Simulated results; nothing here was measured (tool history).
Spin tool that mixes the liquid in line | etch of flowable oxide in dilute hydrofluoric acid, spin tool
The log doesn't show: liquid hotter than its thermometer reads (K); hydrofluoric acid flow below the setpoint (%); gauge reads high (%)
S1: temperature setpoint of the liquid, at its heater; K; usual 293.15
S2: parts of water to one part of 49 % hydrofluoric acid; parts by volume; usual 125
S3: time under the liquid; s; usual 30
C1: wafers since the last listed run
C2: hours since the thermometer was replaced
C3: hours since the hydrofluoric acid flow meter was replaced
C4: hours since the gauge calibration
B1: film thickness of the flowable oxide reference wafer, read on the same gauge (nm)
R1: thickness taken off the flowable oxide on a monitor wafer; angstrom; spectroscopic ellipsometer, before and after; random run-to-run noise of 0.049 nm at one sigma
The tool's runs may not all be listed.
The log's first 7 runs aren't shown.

run    hour      S1   S2  S3    C1      C2      C3      C4     B1     R1
        448  -- thermometer replaced
  8   488.9  293.15  125  30  1354    40.9  1513.6   577.2     90  125.1
  9   565.5  293.15  125  30  1083   117.5  1590.2   653.8  90.02  125.2
 10   645.9  293.15  135  30  1136   197.9  1670.6   734.2  90.01  114.8
 11   703.2  293.15  135  30   810   255.2  1727.9   791.5  90.01  115.1
 12   783.5  293.15  140  25  1135   335.5  1808.2   871.8  90.01   91.3
 13   847.4  290.65  125  30   903   399.4  1872.1   935.7     90  112.8
      860.2  -- hydrofluoric acid flow meter replaced
 14   888.3  290.15  125  30   564   440.3    28.1   976.6     90  117.2
 15   993.5  293.15  100  30  1487   545.5   133.3  1081.8  89.99  169.8
 16  1098.5  293.15   80  35  1484   650.5   238.3  1186.8  89.98  253.7
 17  1151.1  296.15  180  20   743   703.1   290.9  1239.4  90.02   64.7
 18  1214.3  295.65  165  40   893   766.3   354.1  1302.6     90  140.2
 19  1294.8  290.15   85  25  1138   846.8   434.6  1383.1     90  148.6
 20  1372.7  293.15  125  30  1101   924.7   512.5    1461  90.01  130.9
     1376.4  -- gauge calibrated
 21  1431.4  295.15  165  35   830   983.4   571.2      55     90  120.2
 22  1503.1  295.15   65  40  1013  1055.1   642.9   126.7  89.99  390.2
 23  1581.1  290.15  125  40  1102  1133.1   720.9   204.7  90.01  154.9
 24    1633  293.15  180  30   733    1185   772.8   256.6  90.01   85.6
 25    1740  293.15  125  30  1512    1292   879.8   363.6     90  131.2
     1744.7  -- thermometer replaced
 26  1782.3  293.15   75  30   583    37.6   922.1   405.9  90.01  225.8
 27  1844.5  293.15  125  30   879    99.8   984.3   468.1     90  126.9
 28  1881.3  293.15   80  35   520   136.6  1021.1   504.9  89.97  244.8
 29  1940.9  296.15  180  20   842   196.2  1080.7   564.5  89.99   62.5
 30  2008.5  294.65  180  30   955   263.8  1148.3   632.1  90.01     88

Run 31, settings as shown, results not yet in. Your forecast:
 31  2103.6  297.15  175  30  1344  358.9  1243.4  727.2   ?   ?

{"run 31": {"B1": 90, "R1": 100.7}}
If the tool had no hidden condition, the same run with the same run-to-run variation would have returned R1 104.1 angstrom.

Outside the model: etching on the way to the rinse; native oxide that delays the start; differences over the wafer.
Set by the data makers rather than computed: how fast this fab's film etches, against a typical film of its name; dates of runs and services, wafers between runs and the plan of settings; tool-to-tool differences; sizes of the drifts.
